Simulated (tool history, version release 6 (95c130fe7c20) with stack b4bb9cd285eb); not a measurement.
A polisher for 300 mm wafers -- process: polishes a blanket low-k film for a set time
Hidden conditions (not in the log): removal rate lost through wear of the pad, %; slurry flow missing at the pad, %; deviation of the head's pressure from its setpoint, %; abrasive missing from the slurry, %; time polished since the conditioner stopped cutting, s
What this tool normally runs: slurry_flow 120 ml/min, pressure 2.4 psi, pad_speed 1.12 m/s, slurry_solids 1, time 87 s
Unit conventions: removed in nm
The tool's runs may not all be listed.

run,hour,slurry_flow,pressure,pad_speed,slurry_solids,time,wafers since the last listed run,wafers polished on this pad,hours since the slurry nozzle was cleaned,hours since the head pressure was calibrated,hours since the slurry blender was calibrated,hours since the conditioning disc was replaced,"incoming thickness of the incoming film, nm",removed
1,0,120,2.4,1.12,1,87,0,1048,374.9,966.1,247.6,308.7,420.3,54.5
2,28.3,120,2.4,1.12,1,87,308,1357,403.2,994.4,275.9,337,411.4,54.2
3,47.5,120,2.4,1.12,1,87,209,1566,422.4,1013.6,295.1,356.2,417.8,54.5
4,71.7,120,2.4,1.12,1,87,263,1829,446.6,1037.8,319.3,380.4,425.9,55.8
# hour 87.8: worn pad replaced by a new one
5,99.4,95,2.4,1.12,1,87,258,126,474.3,1065.5,347,408.1,420.3,51.2
# hour 129.7: conditioning disc replaced and pad reconditioned
6,131.4,95,2.4,1.12,1,87,326,453,506.3,1097.5,379,1.7,424.4,51.7
# hour 155.3: slurry nozzle cleaned
7,155.8,95,2.4,1.12,1,87,254,708,0.5,1121.9,403.4,26.1,419.5,51.2
8,171.8,120,2.4,1.12,1,87,174,882,16.5,1137.9,419.4,42.1,413.2,54.8
9,193.6,130,2.4,1.12,1,87,237,1119,38.3,1159.7,441.2,63.9,416.9,56.2
# hour 202.7: slurry blender recalibrated
10,228.9,105,2.4,1.12,1,87,362,1482,73.6,1195,26.2,99.2,420.5,52.9
11,255.8,160,2.4,1.12,1.2,87,293,1775,100.5,1221.9,53.1,126.1,423.5,65.4
# hour 265.6: worn pad replaced by a new one
# hour 279.8: head pressure recalibrated
12,284.4,120,2.4,1.12,1,87,246,183,129.1,4.6,81.7,154.7,424.9,50.8
13,305.1,120,2.4,1.46,1,87,225,408,149.8,25.3,102.4,175.4,414.9,63.4
14,329.2,150,2.4,1.12,1,87,262,671,173.9,49.4,126.5,199.5,420.4,52.6
15,345.6,120,2.4,1.12,1,87,178,849,190.3,65.8,142.9,215.9,420.3,51.5
16,366.1,120,2.4,1.12,1,87,223,1073,210.8,86.3,163.4,236.4,417,50
17,395.9,150,2.9,1.4,1,87,324,1397,240.6,116.1,193.2,266.2,417.9,72.3
18,409.2,120,2.4,1.12,0.85,113,144,1542,253.9,129.4,206.5,279.5,417.3,60.8
19,421.5,120,2.4,1.12,1.15,87,134,1676,266.2,141.7,218.8,291.8,419.8,52.9
# hour 429.6: worn pad replaced by a new one
20,444.2,120,2,1.12,1,87,203,159,288.9,164.4,241.5,314.5,414.5,44
21,464.7,120,2.4,1.12,1,87,223,382,309.4,184.9,262,335,418.2,51.9
22,481.9,120,2.4,1.12,1,101,187,570,326.6,202.1,279.2,352.2,418.9,58.7
23,506.6,120,2.4,1.28,1,107,269,839,351.3,226.8,303.9,376.9,418,68.7
24,527,120,1.6,1.12,1.1,79,222,1061,371.7,247.2,324.3,397.3,416,36.2
25,557.4,95,2.4,1.12,1,87,331,1392,402.1,277.6,354.7,427.7,414,49.3
# hour 567.6: slurry blender recalibrated
26,586.5,120,2.4,1.12,1,87,295,1688,431.2,306.7,18.9,456.8,420.7,51.5
# hour 613.3: worn pad replaced by a new one
27,614,95,2.4,0.88,0.8,96,256,7,458.7,334.2,46.4,484.3,422.9,40.3

Here are 3 independent what-if runs from the current tool condition. What would each one return?
A,614.5,120,2.4,1.12,0.9,87,5,12,459.2,334.7,46.9,484.8,421.7,?
B,614.5,90,3.2,0.82,1,87,5,12,459.2,334.7,46.9,484.8,421.7,?
C,614.5,160,2.4,1.12,1,87,5,12,459.2,334.7,46.9,484.8,421.7,?

run,removed
A,48.8
B,48.8
C,54.2
With no hidden state in the tool, these same runs would have given:
run,removed
A,49.4
B,49.4
C,54.9
